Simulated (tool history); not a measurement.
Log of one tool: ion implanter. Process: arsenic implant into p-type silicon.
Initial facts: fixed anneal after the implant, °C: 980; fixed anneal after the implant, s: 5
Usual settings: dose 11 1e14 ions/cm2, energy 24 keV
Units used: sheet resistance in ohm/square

| run | day | dose | energy | read-back reference wafer on the same gauge, sheet resistance | sheet resistance |
|---|---|---|---|---|---|
| 1 | 0 | 11 | 21.5 | 152.19 | 141.4 |
| 2 | 2.692 | 11 | 24 | 151.99 | 136.09 |
| 3 | 6.571 | 12.77 | 24 | 151.78 | 130.07 |
| 4 | 8.367 | 12.77 | 24 | 152.07 | 129.76 |
| 5 | 10.329 | 12.77 | 24 | 151.82 | 130.32 |
| 6 | 11.888 | 11 | 29 | 152.07 | 126.66 |
|  | 12.783 | Faraday cup replaced and dose calibrated |
| 7 | 15.262 | 11 | 29 | 151.97 | 126.24 |
| 8 | 17.046 | 11 | 29 | 152.2 | 126.24 |
| 9 | 19.729 | 11 | 24 | 152.08 | 136.85 |
| 10 | 21.317 | 11 | 24 | 152.2 | 136.95 |
| 11 | 25.421 | 11 | 24 | 152.22 | 136.64 |
| 12 | 29.908 | 11 | 27 | 152.06 | 129.73 |
| 13 | 33.483 | 11 | 27 | 151.95 | 128.94 |
| 14 | 37.083 | 11 | 27 | 152.04 | 130.26 |
| 15 | 39.838 | 11 | 24 | 151.98 | 136.02 |
| 16 | 41.779 | 11 | 24 | 151.98 | 135.83 |
| 17 | 52.667 | 12.17 | 24 | 152.02 | 131.19 |
|  | 55.658 | Faraday cup replaced and dose calibrated |
| 18 | 55.679 | 11 | 24 | 152.04 | 136.39 |
| 19 | 59.075 | 11.95 | 31 | 152.01 | 119.09 |
|  | 61.254 | extraction supply calibrated |
| 20 | 61.275 | 11 | 24 | 152.15 | 136.56 |
| 21 | 63.325 | 7.87 | 32 | 152.01 | 145.36 |
| 22 | 64.825 | 8.26 | 21.5 | 151.94 | 158.93 |
| 23 | 68.533 | 11 | 24 | 151.9 | 135.4 |
|  | 69.317 | gauge calibrated |
| 24 | 71.854 | 8.59 | 16 | 151.77 | 170.7 |
| 25 | 76.142 | 8.9 | 19 | 152.2 | 160.42 |
| 26 | 80.104 | 10.09 | 20.5 | 151.9 | 147.55 |
| 27 | 84.4 | 13.65 | 21 | 152 | 135.56 |
| 28 | 87.425 | 9.1 | 21 | 151.93 | 153.54 |
| 29 | 93.358 | 11 | 21 | 152.05 | 143.44 |
| 30 | 95.671 | 11 | 24 | 151.99 | 136.04 |
|  | 99.346 | Faraday cup replaced and dose calibrated |
| 31 | 108.975 | 9.49 | 17.5 | 152.02 | 160.29 |
| 32 | 111.738 | 13.98 | 32.5 | 152.16 | 110.47 |
| 33 | 114.55 | 12.92 | 18.5 | 152.08 | 144.38 |
| 34 | 116.333 | 9.85 | 16.5 | 151.89 | 160.67 |
| 35 | 124.633 | 13.21 | 27 | 152.05 | 121.86 |
| 36 | 127.55 | 13.72 | 31 | 151.82 | 113.02 |
| 37 | 139 | 8.7 | 24 | 152.23 | 149.98 |

What if the next run were any one of these 4? Each begins from the tool's condition after run 37:
| A | 139.017 | 11 | 24 | ? | ? |
| B | 139.017 | 12.66 | 24 | ? | ? |
| C | 139.017 | 7.84 | 28 | ? | ? |
| D | 139.017 | 14.09 | 27 | ? | ? |

| run | read-back reference wafer on the same gauge, sheet resistance | sheet resistance |
|---|---|---|
| A | 151.81 | 136.69 |
| B | 151.81 | 130.68 |
| C | 151.81 | 151.17 |
| D | 151.81 | 120.27 |
What these runs would have given with no unlogged condition in the tool:
| run | sheet resistance |
|---|---|
| A | 136.69 |
| B | 130.68 |
| C | 151.17 |
| D | 120.27 |
